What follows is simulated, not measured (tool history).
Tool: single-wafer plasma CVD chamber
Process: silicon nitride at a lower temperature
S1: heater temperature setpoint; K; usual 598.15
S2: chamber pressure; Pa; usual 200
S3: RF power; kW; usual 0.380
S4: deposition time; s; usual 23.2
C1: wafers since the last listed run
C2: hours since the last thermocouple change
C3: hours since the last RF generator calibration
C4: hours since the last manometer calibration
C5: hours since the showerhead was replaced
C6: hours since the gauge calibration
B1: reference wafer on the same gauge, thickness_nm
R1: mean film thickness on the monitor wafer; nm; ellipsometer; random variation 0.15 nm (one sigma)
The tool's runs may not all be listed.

run 1 hour=0.0 | S1=598.15 S2=200 S3=0.440 S4=20.3 | C1=0 C2=867.2 C3=1676.6 C4=581.9 C5=2057.2 C6=1134.3 | B1=27.590 | R1=29.383
-- hour=23.4 RF generator calibrated
run 2 hour=86.4 | S1=598.15 S2=200 S3=0.380 S4=23.2 | C1=2360 C2=953.6 C3=63.0 C4=668.3 C5=2143.6 C6=1220.7 | B1=27.608 | R1=31.210
run 3 hour=161.9 | S1=598.15 S2=200 S3=0.380 S4=23.2 | C1=2272 C2=1029.1 C3=138.5 C4=743.8 C5=2219.1 C6=1296.2 | B1=27.598 | R1=31.314
run 4 hour=251.0 | S1=598.15 S2=188 S3=0.380 S4=23.2 | C1=2682 C2=1118.2 C3=227.6 C4=832.9 C5=2308.2 C6=1385.3 | B1=27.618 | R1=31.269
-- hour=301.1 gauge calibrated
run 5 hour=308.7 | S1=598.15 S2=169 S3=0.325 S4=23.2 | C1=1737 C2=1175.9 C3=285.3 C4=890.6 C5=2365.9 C6=7.6 | B1=27.564 | R1=27.928
run 6 hour=397.4 | S1=598.15 S2=169 S3=0.325 S4=23.2 | C1=2670 C2=1264.6 C3=374.0 C4=979.3 C5=2454.6 C6=96.3 | B1=27.592 | R1=28.071
run 7 hour=491.0 | S1=598.15 S2=200 S3=0.380 S4=23.2 | C1=2817 C2=1358.2 C3=467.6 C4=1072.9 C5=2548.2 C6=189.9 | B1=27.607 | R1=31.589
run 8 hour=774.6 | S1=598.15 S2=200 S3=0.380 S4=23.2 | C1=8537 C2=1641.8 C3=751.2 C4=1356.5 C5=2831.8 C6=473.5 | B1=27.599 | R1=31.454
run 9 hour=839.0 | S1=598.15 S2=200 S3=0.380 S4=23.2 | C1=1938 C2=1706.2 C3=815.6 C4=1420.9 C5=2896.2 C6=537.9 | B1=27.589 | R1=31.398
run 10 hour=883.1 | S1=603.15 S2=200 S3=0.380 S4=23.2 | C1=1327 C2=1750.3 C3=859.7 C4=1465.0 C5=2940.3 C6=582.0 | B1=27.591 | R1=31.511
run 11 hour=974.3 | S1=603.15 S2=200 S3=0.380 S4=23.2 | C1=2745 C2=1841.5 C3=950.9 C4=1556.2 C5=3031.5 C6=673.2 | B1=27.606 | R1=31.343
-- hour=1043.8 thermocouple changed; heater temperature recalibrated
run 12 hour=1058.8 | S1=598.15 S2=200 S3=0.380 S4=23.2 | C1=2302 C2=15.0 C3=1035.4 C4=1640.7 C5=3116.0 C6=757.7 | B1=27.601 | R1=31.537
run 13 hour=1125.1 | S1=598.15 S2=200 S3=0.380 S4=23.2 | C1=1995 C2=81.3 C3=1101.7 C4=1707.0 C5=3182.3 C6=824.0 | B1=27.593 | R1=31.412
run 14 hour=1448.8 | S1=598.15 S2=200 S3=0.380 S4=23.2 | C1=9744 C2=405.0 C3=1425.4 C4=2030.7 C5=3506.0 C6=1147.7 | B1=27.590 | R1=31.494
run 15 hour=1489.0 | S1=598.15 S2=200 S3=0.380 S4=23.2 | C1=1210 C2=445.2 C3=1465.6 C4=2070.9 C5=3546.2 C6=1187.9 | B1=27.577 | R1=31.582
-- hour=1596.1 capacitance manometer re-zeroed and calibrated
run 16 hour=1596.6 | S1=593.15 S2=200 S3=0.380 S4=23.2 | C1=2998 C2=552.8 C3=1573.2 C4=0.5 C5=3653.8 C6=1295.5 | B1=27.624 | R1=31.680
run 17 hour=1627.5 | S1=598.15 S2=200 S3=0.380 S4=23.2 | C1=930 C2=583.7 C3=1604.1 C4=31.4 C5=3684.7 C6=1326.4 | B1=27.603 | R1=31.560
run 18 hour=1677.6 | S1=598.15 S2=200 S3=0.380 S4=23.2 | C1=1508 C2=633.8 C3=1654.2 C4=81.5 C5=3734.8 C6=1376.5 | B1=27.605 | R1=31.469
-- hour=1709.8 showerhead replaced
-- hour=1758.6 RF generator calibrated
run 19 hour=1758.9 | S1=598.15 S2=200 S3=0.380 S4=23.2 | C1=1965 C2=715.1 C3=0.3 C4=162.8 C5=49.1 C6=1457.8 | B1=27.612 | R1=31.645
run 20 hour=1814.1 | S1=598.15 S2=153 S3=0.380 S4=23.2 | C1=1661 C2=770.3 C3=55.5 C4=218.0 C5=104.3 C6=1513.0 | B1=27.585 | R1=29.070
-- hour=1835.9 gauge calibrated
run 21 hour=1921.3 | S1=585.15 S2=200 S3=0.380 S4=23.2 | C1=3227 C2=877.5 C3=162.7 C4=325.2 C5=211.5 C6=85.4 | B1=27.606 | R1=31.499
run 22 hour=1985.6 | S1=605.15 S2=216 S3=0.400 S4=22.0 | C1=1935 C2=941.8 C3=227.0 C4=389.5 C5=275.8 C6=149.7 | B1=27.608 | R1=31.334
run 23 hour=2061.5 | S1=584.15 S2=155 S3=0.380 S4=23.2 | C1=2284 C2=1017.7 C3=302.9 C4=465.4 C5=351.7 C6=225.6 | B1=27.593 | R1=29.035
run 24 hour=2104.5 | S1=612.15 S2=200 S3=0.435 S4=23.2 | C1=1294 C2=1060.7 C3=345.9 C4=508.4 C5=394.7 C6=268.6 | B1=27.617 | R1=33.209
run 25 hour=2205.8 | S1=586.15 S2=200 S3=0.450 S4=23.2 | C1=3049 C2=1162.0 C3=447.2 C4=609.7 C5=496.0 C6=369.9 | B1=27.593 | R1=34.102
run 26 hour=2295.4 | S1=598.15 S2=184 S3=0.380 S4=26.1 | C1=2697 C2=1251.6 C3=536.8 C4=699.3 C5=585.6 C6=459.5 | B1=27.594 | R1=34.706
run 27 hour=2357.7 | S1=610.15 S2=224 S3=0.425 S4=21.2 | C1=1875 C2=1313.9 C3=599.1 C4=761.6 C5=647.9 C6=521.8 | B1=27.597 | R1=31.045
run 28 hour=2413.6 | S1=598.15 S2=181 S3=0.380 S4=23.2 | C1=1682 C2=1369.8 C3=655.0 C4=817.5 C5=703.8 C6=577.7 | B1=27.602 | R1=30.610
run 29 hour=2501.7 | S1=610.15 S2=224 S3=0.425 S4=21.2 | C1=2652 C2=1457.9 C3=743.1 C4=905.6 C5=791.9 C6=665.8 | B1=27.604 | R1=30.732

The tool's hidden state at each run:
wafer temperature above the value expected at the setpoint (K): 0 in every run
delivered RF power above the setpoint (%): 0 in every run
true pressure above the setpoint (%): 0 in every run
gauge reads high (%): 0 in every run

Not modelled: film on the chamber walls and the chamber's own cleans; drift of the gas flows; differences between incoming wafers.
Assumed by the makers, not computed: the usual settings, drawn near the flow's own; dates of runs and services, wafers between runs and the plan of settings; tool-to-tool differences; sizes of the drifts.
